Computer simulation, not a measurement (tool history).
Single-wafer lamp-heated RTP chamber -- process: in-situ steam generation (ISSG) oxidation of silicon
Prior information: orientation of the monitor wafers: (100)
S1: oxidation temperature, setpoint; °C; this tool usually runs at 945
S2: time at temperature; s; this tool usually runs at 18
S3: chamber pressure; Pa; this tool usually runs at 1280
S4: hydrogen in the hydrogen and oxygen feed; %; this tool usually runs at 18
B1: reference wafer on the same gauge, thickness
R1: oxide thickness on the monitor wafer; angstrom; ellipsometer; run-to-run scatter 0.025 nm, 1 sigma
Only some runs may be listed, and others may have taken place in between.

run,hour,S1,S2,S3,S4,B1,R1
1,0,935,18,1280,26,4.663,46.29
2,85.4,935,18,1280,26,4.657,46.81
# hour 127.9: pyrometer window cleaned and pyrometer calibrated
3,166.7,945,18,1280,18,4.663,43.69
4,214.7,945,18,1280,18,4.671,44.3
5,291.4,945,18,1280,18,4.658,44.11
6,347.3,945,18,1280,18,4.665,44.85
# hour 377.6: gauge calibrated
# hour 387.9: pyrometer window cleaned and pyrometer calibrated
7,413.4,945,18,1280,18,4.653,43.5
8,471.7,945,18,1280,18,4.656,43.75
# hour 523.2: hydrogen flow controller replaced
9,537.1,945,18,1280,18,4.66,43.92
# hour 595.1: pyrometer window cleaned and pyrometer calibrated
10,600.5,961,16,1333,18,4.658,43.52
# hour 685.1: pressure gauge zeroed
11,688.3,945,16,1200,18,4.665,42.57
12,780.9,938,20,1280,18,4.664,45.71
13,825.5,945,18,1360,11,4.658,40.29
# hour 852.5: pyrometer window cleaned and pyrometer calibrated
14,919,931,18,1280,26,4.659,45.87
15,987.7,953,18,1360,18,4.669,44.79
16,1037.8,945,20,1280,22,4.658,49

Consider 5 possible next runs. They are alternatives, not a sequence: every one starts from the tool as it was left by run 16. What does each give?
A,1038.2,945,18,1280,18,?,?
B,1038.2,945,11,1280,18,?,?
C,1038.2,932,18,1280,18,?,?
D,1038.2,934,16,1280,21,?,?
E,1038.2,945,18,1280,26,?,?

run,B1,R1
A,4.656,44.76
B,4.656,36.91
C,4.656,43.15
D,4.656,42.85
E,4.656,48.53
Had the tool no hidden state, the same runs would have come out as:
run,R1
A,43.6
B,36.13
C,42.11
D,41.84
E,47.26

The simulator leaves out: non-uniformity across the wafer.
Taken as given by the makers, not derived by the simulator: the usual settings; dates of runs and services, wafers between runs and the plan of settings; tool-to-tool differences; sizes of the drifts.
